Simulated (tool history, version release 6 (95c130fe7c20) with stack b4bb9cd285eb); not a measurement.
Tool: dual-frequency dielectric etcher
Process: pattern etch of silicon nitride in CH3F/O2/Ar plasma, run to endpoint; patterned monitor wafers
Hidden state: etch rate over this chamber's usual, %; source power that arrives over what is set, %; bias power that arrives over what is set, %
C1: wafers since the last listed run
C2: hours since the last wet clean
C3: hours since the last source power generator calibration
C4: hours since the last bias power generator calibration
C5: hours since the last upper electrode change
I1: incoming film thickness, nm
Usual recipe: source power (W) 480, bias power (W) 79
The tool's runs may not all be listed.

Run 1, hour 0.0: usual settings; C1 0; C2 500.2; C3 3459.4; C4 1943.3; C5 2348.8; I1 30.71. Result: endpoint time (s) 40.6.
Run 2, hour 38.2: usual settings but source power (W) 430; C1 424; C2 538.4; C3 3497.6; C4 1981.5; C5 2387.0; I1 30.59. Result: endpoint time (s) 43.2.
Run 3, hour 105.2: usual settings but source power (W) 430; C1 744; C2 605.4; C3 3564.6; C4 2048.5; C5 2454.0; I1 30.23. Result: endpoint time (s) 42.7.
Run 4, hour 184.3: usual settings; C1 879; C2 684.5; C3 3643.7; C4 2127.6; C5 2533.1; I1 30.52. Result: endpoint time (s) 40.2.
At hour 231.0: wet clean of the chamber.
Run 5, hour 262.8: usual settings; C1 605; C2 31.8; C3 3722.2; C4 2206.1; C5 2611.6; I1 30.65. Result: endpoint time (s) 41.6.
Run 6, hour 323.0: usual settings but bias power (W) 73; C1 669; C2 92.0; C3 3782.4; C4 2266.3; C5 2671.8; I1 30.48. Result: endpoint time (s) 41.9.
Run 7, hour 371.3: usual settings but source power (W) 520; C1 536; C2 140.3; C3 3830.7; C4 2314.6; C5 2720.1; I1 30.45. Result: endpoint time (s) 39.2.
Run 8, hour 418.2: usual settings; C1 521; C2 187.2; C3 3877.6; C4 2361.5; C5 2767.0; I1 30.23. Result: endpoint time (s) 40.7.
Run 9, hour 497.8: usual settings; C1 884; C2 266.8; C3 3957.2; C4 2441.1; C5 2846.6; I1 30.74. Result: endpoint time (s) 41.2.
Run 10, hour 582.2: usual settings; C1 937; C2 351.2; C3 4041.6; C4 2525.5; C5 2931.0; I1 30.68. Result: endpoint time (s) 40.6.
Run 11, hour 677.0: usual settings; C1 1053; C2 446.0; C3 4136.4; C4 2620.3; C5 3025.8; I1 30.50. Result: endpoint time (s) 40.5.
At hour 882.9: bias power generator calibrated.
At hour 961.9: wet clean of the chamber.
Run 12, hour 962.4: usual settings; C1 2860; C2 0.5; C3 4421.8; C4 79.5; C5 3311.2; I1 30.74. Result: endpoint time (s) 41.8.
Run 13, hour 1037.7: usual settings; C1 836; C2 75.8; C3 4497.1; C4 154.8; C5 3386.5; I1 30.71. Result: endpoint time (s) 41.4.
Run 14, hour 1143.2: usual settings; C1 1172; C2 181.3; C3 4602.6; C4 260.3; C5 3492.0; I1 30.39. Result: endpoint time (s) 40.8.
Run 15, hour 1196.0: usual settings; C1 586; C2 234.1; C3 4655.4; C4 313.1; C5 3544.8; I1 30.31. Result: endpoint time (s) 40.6.
Run 16, hour 1276.5: usual settings but source power (W) 450; C1 894; C2 314.6; C3 4735.9; C4 393.6; C5 3625.3; I1 30.39. Result: endpoint time (s) 42.1.
Run 17, hour 1336.9: usual settings; C1 671; C2 375.0; C3 4796.3; C4 454.0; C5 3685.7; I1 30.31. Result: endpoint time (s) 40.1.
Run 18, hour 1416.5: usual settings but source power (W) 550, bias power (W) 62; C1 884; C2 454.6; C3 4875.9; C4 533.6; C5 3765.3; I1 30.21. Result: endpoint time (s) 38.4.
At hour 1485.8: upper electrode replaced.
Run 19, hour 1486.3: usual settings but source power (W) 420, bias power (W) 65; C1 508; C2 524.4; C3 4945.7; C4 603.4; C5 0.5; I1 30.50. Result: endpoint time (s) 45.4.
Run 20, hour 1557.6: usual settings; C1 792; C2 595.7; C3 5017.0; C4 674.7; C5 71.8; I1 30.42. Result: endpoint time (s) 40.2.
At hour 1641.2: wet clean of the chamber.
Run 21, hour 1641.7: usual settings but source power (W) 370; C1 667; C2 0.5; C3 5101.1; C4 758.8; C5 155.9; I1 30.67. Result: endpoint time (s) 49.6.
Run 22, hour 1709.9: usual settings but source power (W) 400; C1 757; C2 68.7; C3 5169.3; C4 827.0; C5 224.1; I1 30.52. Result: endpoint time (s) 46.2.
Run 23, hour 1765.7: usual settings but bias power (W) 95; C1 620; C2 124.5; C3 5225.1; C4 882.8; C5 279.9; I1 30.51. Result: endpoint time (s) 39.6.
Run 24, hour 1816.5: usual settings but source power (W) 370, bias power (W) 71; C1 564; C2 175.3; C3 5275.9; C4 933.6; C5 330.7; I1 30.80. Result: endpoint time (s) 50.3.
Run 25, hour 1902.0: usual settings but source power (W) 550, bias power (W) 92; C1 950; C2 260.8; C3 5361.4; C4 1019.1; C5 416.2; I1 30.66. Result: endpoint time (s) 36.5.
Run 26, hour 1961.6: usual settings but source power (W) 540, bias power (W) 98; C1 662; C2 320.4; C3 5421.0; C4 1078.7; C5 475.8; I1 30.56. Result: endpoint time (s) 36.2.
Run 27, hour 2062.6: usual settings but source power (W) 570; C1 1122; C2 421.4; C3 5522.0; C4 1179.7; C5 576.8; I1 30.44. Result: endpoint time (s) 36.7.
Run 28, hour 2115.1: usual settings but bias power (W) 87; C1 583; C2 473.9; C3 5574.5; C4 1232.2; C5 629.3; I1 30.41. Result: endpoint time (s) 39.5.
At hour 2155.6: source power generator calibrated.
Run 29, hour 2157.5: usual settings but source power (W) 580, bias power (W) 89; C1 426; C2 516.3; C3 1.9; C4 1274.6; C5 671.7; I1 30.83. Result: endpoint time (s) 36.6.
At hour 2264.7: wet clean of the chamber.
Run 30, hour 2265.2: usual settings but source power (W) 580, bias power (W) 69; C1 930; C2 0.5; C3 109.6; C4 1382.3; C5 779.4; I1 30.50. Result: endpoint time (s) 39.5.
Run 31, hour 2346.7: usual settings but source power (W) 390, bias power (W) 90; C1 905; C2 82.0; C3 191.1; C4 1463.8; C5 860.9; I1 30.53. Result: endpoint time (s) 47.0.
Run 32, hour 2656.6: usual settings; C1 3444; C2 391.9; C3 501.0; C4 1773.7; C5 1170.8; I1 30.65. Result: endpoint time (s) 41.9.
Run 33, hour 2709.5: usual settings but source power (W) 400; C1 587; C2 444.8; C3 553.9; C4 1826.6; C5 1223.7; I1 30.23. Result: endpoint time (s) 46.0.
Run 34, hour 2790.1: usual settings; C1 895; C2 525.4; C3 634.5; C4 1907.2; C5 1304.3; I1 30.55. Result: endpoint time (s) 41.1.
At hour 2878.1: wet clean of the chamber.
Run 35, hour 2878.6: usual settings but source power (W) 580, bias power (W) 89; C1 716; C2 0.5; C3 723.0; C4 1995.7; C5 1392.8; I1 30.44. Result: endpoint time (s) 36.7.
Run 36, hour 2912.3: usual settings; C1 374; C2 34.2; C3 756.7; C4 2029.4; C5 1426.5; I1 30.53. Result: endpoint time (s) 42.2.

Here are 3 independent what-if runs from the current tool condition. What would each one return?
Run A, hour 2912.7: usual settings; C1 4; C2 34.6; C3 757.1; C4 2029.8; C5 1426.9; I1 30.65. Result: endpoint time (s) ?.
Run B, hour 2912.7: usual settings but source power (W) 530, bias power (W) 67; C1 4; C2 34.6; C3 757.1; C4 2029.8; C5 1426.9; I1 30.65. Result: endpoint time (s) ?.
Run C, hour 2912.7: usual settings but source power (W) 400, bias power (W) 97; C1 4; C2 34.6; C3 757.1; C4 2029.8; C5 1426.9; I1 30.65. Result: endpoint time (s) ?.

run  endpoint time (s)
  A               42.0
  B               40.9
  C               45.1
Without the tool's unlogged condition, the same runs would have read:
run  endpoint time (s)
  A               42.7
  B               41.6
  C               45.8
